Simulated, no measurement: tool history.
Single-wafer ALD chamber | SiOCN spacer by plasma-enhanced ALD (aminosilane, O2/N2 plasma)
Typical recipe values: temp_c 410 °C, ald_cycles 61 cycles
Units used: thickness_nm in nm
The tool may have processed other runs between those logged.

run    hour  temp_c  ald_cycles  wafers since the last listed run  hours since the last thermocouple change  hours since the gauge calibration  read-back reference wafer on the same gauge, thickness_nm  thickness_nm
  1     0.0     414          61                                 0                                    1998.9                              189.1                                                      3.178         3.660
  2    24.3     410          61                               144                                    2023.2                              213.4                                                      3.178         3.725
  3    72.9     410          53                               289                                    2071.8                              262.0                                                      3.181         3.225
  4   122.1     410          53                               292                                    2121.0                              311.2                                                      3.175         3.229
  5   155.9     410          53                               201                                    2154.8                              345.0                                                      3.182         3.238
  6   199.6     410          61                               260                                    2198.5                              388.7                                                      3.176         3.705
  7   344.6     410          61                               863                                    2343.5                              533.7                                                      3.183         3.696
  8   382.7     410          61                               226                                    2381.6                              571.8                                                      3.179         3.704
  9   440.5     410          61                               344                                    2439.4                              629.6                                                      3.180         3.716
 10   478.7     403          61                               227                                    2477.6                              667.8                                                      3.184         3.804
 11   518.1     403          61                               234                                    2517.0                              707.2                                                      3.181         3.779
 12   551.3     403          61                               197                                    2550.2                              740.4                                                      3.181         3.778
 13   577.4     410          67                               155                                    2576.3                              766.5                                                      3.180         4.087
 14   632.2     410          57                               326                                    2631.1                              821.3                                                      3.179         3.469
 15   691.4     410          61                               352                                    2690.3                              880.5                                                      3.180         3.723
 16   718.9     410          61                               163                                    2717.8                              908.0                                                      3.182         3.706
 17   778.8     410          61                               356                                    2777.7                              967.9                                                      3.182         3.702
 18   881.8     410          61                               613                                    2880.7                             1070.9                                                      3.181         3.709
 19   933.9     416          61                               310                                    2932.8                             1123.0                                                      3.178         3.649
 20  1003.4     410          53                               413                                    3002.3                             1192.5                                                      3.174         3.232
 21  1035.2     403          61                               189                                    3034.1                             1224.3                                                      3.182         3.779
 22  1071.3     410          61                               214                                    3070.2                             1260.4                                                      3.177         3.709
 23  1141.2     425          68                               416                                    3140.1                             1330.3                                                      3.179         3.933
 24  1204.5     401          58                               376                                    3203.4                             1393.6                                                      3.178         3.634
 25  1247.5     410          61                               255                                    3246.4                             1436.6                                                      3.180         3.709
 26  1317.7     410          53                               417                                    3316.6                             1506.8                                                      3.182         3.225
     1339.9  -- thermocouple changed; heater temperature recalibrated
 27  1377.9     410          61                               310                                      38.0                             1567.0                                                      3.180         3.710
 28  1431.7     414          70                               320                                      91.8                             1620.8                                                      3.179         4.210
     1473.8  -- gauge calibrated
 29  1491.0     414          55                               352                                     151.1                               17.2                                                      3.178         3.293
 30  1528.4     419          51                               222                                     188.5                               54.6                                                      3.181         2.999
 31  1593.6     419          69                               388                                     253.7                              119.8                                                      3.179         4.079
 32  1651.6     406          69                               345                                     311.7                              177.8                                                      3.181         4.242
 33  1721.8     410          61                               417                                     381.9                              248.0                                                      3.176         3.699
 34  1768.9     403          56                               280                                     429.0                              295.1                                                      3.179         3.480
 35  1810.6     410          61                               248                                     470.7                              336.8                                                      3.177         3.705
 36  1842.2     419          53                               188                                     502.3                              368.4                                                      3.183         3.110
 37  1903.0     405          65                               361                                     563.1                              429.2                                                      3.176         4.033
 38  1951.2     422          67                               286                                     611.3                              477.4                                                      3.174         3.917

Take each entry between the runs: how does the hidden state at the last listed run before it differ from the hidden state at the first listed run after it?
Runs 26 to 27: thermocouple changed; heater temperature recalibrated (hour 1339.9)
  no difference in the tool's unlogged condition between these two runs
Runs 28 to 29: gauge calibrated (hour 1473.8)
  no difference in the tool's unlogged condition between these two runs
